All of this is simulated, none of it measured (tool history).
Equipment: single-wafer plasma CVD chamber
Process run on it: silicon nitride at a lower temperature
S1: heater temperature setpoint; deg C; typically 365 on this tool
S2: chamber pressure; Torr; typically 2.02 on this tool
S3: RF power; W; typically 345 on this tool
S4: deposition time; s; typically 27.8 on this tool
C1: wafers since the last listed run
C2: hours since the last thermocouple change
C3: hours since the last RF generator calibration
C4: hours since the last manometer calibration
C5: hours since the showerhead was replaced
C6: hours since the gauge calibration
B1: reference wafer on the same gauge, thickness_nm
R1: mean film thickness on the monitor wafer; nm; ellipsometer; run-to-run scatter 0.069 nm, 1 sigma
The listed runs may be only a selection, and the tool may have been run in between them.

run   hour   S1    S2   S3    S4    C1      C2      C3      C4      C5     C6      B1      R1
  1      0  365  2.02  345  27.8     0  1039.9  1017.6  1524.8  5315.6  186.7  39.602  39.717
  2   64.8  365  2.02  345  27.8  1447  1104.7  1082.4  1589.6  5380.4  251.5  39.609  39.697
  3  116.1  360  2.02  345  29.2  1146    1156  1133.7  1640.9  5431.7  302.8  39.613  41.871
  4  171.4  360  2.02  345  29.2  1235  1211.3    1189  1696.2    5487  358.1  39.613  41.781
  5  232.8  360  2.02  345  29.2  1371  1272.7  1250.4  1757.6  5548.4  419.5  39.594   41.75
  6  277.2  365  2.02  345  27.8   992  1317.1  1294.8    1802  5592.8  463.9  39.594  39.589
     282.9  -- gauge calibrated
     308.2  -- RF generator calibrated
       318  -- capacitance manometer re-zeroed and calibrated
     320.1  -- thermocouple changed; heater temperature recalibrated
  7  320.6  365  2.02  345  27.8   565     0.5    12.4     2.6  5636.2   37.7  39.599  39.475
  8  412.4  365  1.74  320  27.8  2051    92.3   104.2    94.4    5728  129.5  39.596  36.036
  9  448.5  350  2.02  325  27.8   806   128.4   140.3   130.5  5764.1  165.6  39.608  38.115
     495.2  -- showerhead replaced
 10  504.6  365  1.68  345  27.8  1074   184.5   196.4   186.6     9.4  221.7  39.604  37.601
 11  575.3  365  2.02  345  27.8  1579   255.2   267.1   257.3    80.1  292.4  39.611  39.655
 12  633.3  365  2.02  345  27.8  1295   313.2   325.1   315.3   138.1  350.4   39.61  39.551
 13  760.8  373  1.74  345  25.7  2848   440.7   452.6   442.8   265.6  477.9  39.601   35.14
     766.5  -- gauge calibrated
 14  801.3  350  2.02  290  27.8   904   481.2   493.1   483.3   306.1   34.8  39.583  35.317

Forecast each of these 3 alternatives for the next run:
  A  801.7  365  2.02  345  27.8   8  481.6  493.5  483.7  306.5  35.2   ?   ?
  B  801.7  361  1.67  390  32.8   8  481.6  493.5  483.7  306.5  35.2   ?   ?
  C  801.7  373  2.52  370  23.1   8  481.6  493.5  483.7  306.5  35.2   ?   ?

run      B1      R1
  A  39.599  39.825
  B  39.599  48.441
  C  39.599  36.508
With the hidden condition removed and each run's random variation left untouched, the same runs would have given:
run      R1
  A  39.555
  B  48.067
  C  36.318
